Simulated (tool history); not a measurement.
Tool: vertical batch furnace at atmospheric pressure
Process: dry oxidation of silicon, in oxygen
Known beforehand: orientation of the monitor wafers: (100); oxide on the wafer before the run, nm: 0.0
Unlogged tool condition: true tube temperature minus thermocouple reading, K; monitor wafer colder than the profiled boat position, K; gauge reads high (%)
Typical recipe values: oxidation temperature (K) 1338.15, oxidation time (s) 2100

run,day,oxidation temperature (K),oxidation time (s),wafers since the last listed run,hours since the last temperature calibration,hours since the boat lift was adjusted,hours since the gauge calibration,"read-back reference wafer on the same gauge, thickness",oxide thickness on the monitor wafer (nm)
1,0.000,1344.15,2100,0,1861.6,2048.5,1707.2,65.08,65.94
2,2.167,1344.15,2100,763,1913.6,2100.5,1759.2,64.94,65.51
3,5.754,1344.15,2100,1264,1999.7,2186.6,1845.3,65.01,65.52
# day 8.742: thermocouples replaced and temperature profile calibrated
4,9.221,1338.15,2100,869,11.5,2269.8,1928.5,65.00,61.21
5,12.417,1338.15,2100,1126,88.2,2346.5,2005.2,65.02,61.43
6,16.154,1338.15,2100,1316,177.9,2436.2,2094.9,65.02,61.54
7,18.292,1338.15,2100,753,229.2,2487.5,2146.2,65.01,61.01
8,21.575,1338.15,2100,1156,308.0,2566.3,2225.0,64.95,61.05
9,25.425,1338.15,1620,1356,400.4,2658.7,2317.4,65.00,52.27
10,28.225,1338.15,1620,986,467.6,2725.9,2384.6,64.99,52.37
11,31.208,1338.15,1620,1051,539.2,2797.5,2456.2,65.03,52.71
12,34.754,1338.15,2430,1249,624.3,2882.6,2541.3,64.98,67.16
13,38.971,1338.15,2100,1485,725.5,2983.8,2642.5,65.03,61.69
14,41.500,1350.15,2100,891,786.2,3044.5,2703.2,64.95,67.25
15,45.279,1350.15,2100,1331,876.9,3135.2,2793.9,64.96,67.31
# day 45.483: gauge calibrated
16,48.338,1338.15,2730,1077,950.3,3208.6,68.5,64.98,72.13
17,51.088,1320.15,1320,968,1016.3,3274.6,134.5,65.00,40.28
18,55.542,1338.15,1620,1569,1123.2,3381.5,241.4,64.99,52.58
19,58.412,1338.15,2100,1011,1192.1,3450.4,310.3,65.02,62.19
20,60.846,1320.15,2100,857,1250.5,3508.8,368.7,65.04,53.42
21,64.912,1332.15,1140,1432,1348.1,3606.4,466.3,65.00,40.99
22,67.829,1338.15,2100,1027,1418.1,3676.4,536.3,64.95,61.68
23,71.971,1338.15,2100,1459,1517.5,3775.8,635.7,64.99,62.05
24,76.279,1327.15,2730,1517,1620.9,3879.2,739.1,65.00,66.88
25,80.258,1351.15,2100,1402,1716.4,3974.7,834.6,65.04,68.75
# day 81.558: boat lift adjusted
26,84.667,1363.15,2100,1200,1822.2,74.6,940.4,65.04,75.68
# day 90.867: thermocouples replaced and temperature profile calibrated
27,97.446,1346.15,2760,4150,157.9,381.3,1247.1,64.97,77.73
28,99.442,1338.15,2100,703,205.8,429.2,1295.0,64.97,61.21
29,102.679,1355.15,1170,1140,283.5,506.9,1372.7,65.05,49.08
30,106.692,1314.15,2550,1413,379.8,603.2,1469.0,64.97,56.61
31,108.700,1329.15,2100,707,428.0,651.4,1517.2,65.00,56.50
32,111.654,1338.15,1650,1040,498.9,722.3,1588.1,65.02,53.10
33,115.292,1348.15,1650,1281,586.2,809.6,1675.4,64.97,57.45
34,118.296,1346.15,2760,1058,658.3,881.7,1747.5,64.96,77.22
35,120.612,1314.15,2550,816,713.9,937.3,1803.1,64.96,56.69
36,123.125,1358.15,2100,885,774.2,997.6,1863.4,65.04,71.89
37,127.288,1330.15,1650,1466,874.1,1097.5,1963.3,64.93,50.04
38,129.267,1326.15,2490,697,921.6,1145.0,2010.8,64.95,62.14

Predict each of these 5 candidate next runs independently; none follows another, all start after run 38:
A,129.412,1338.15,2910,51,925.1,1148.5,2014.3,?,?
B,129.412,1352.15,1050,51,925.1,1148.5,2014.3,?,?
C,129.412,1338.15,1410,51,925.1,1148.5,2014.3,?,?
D,129.412,1359.15,3150,51,925.1,1148.5,2014.3,?,?
E,129.412,1330.15,1140,51,925.1,1148.5,2014.3,?,?

run,"read-back reference wafer on the same gauge, thickness",oxide thickness on the monitor wafer (nm)
A,64.98,75.87
B,64.98,45.61
C,64.98,48.74
D,64.98,93.83
E,64.98,40.31
Without the tool's unlogged condition, the same runs would have read:
run,oxide thickness on the monitor wafer (nm)
A,75.45
B,45.37
C,48.47
D,93.34
E,40.09

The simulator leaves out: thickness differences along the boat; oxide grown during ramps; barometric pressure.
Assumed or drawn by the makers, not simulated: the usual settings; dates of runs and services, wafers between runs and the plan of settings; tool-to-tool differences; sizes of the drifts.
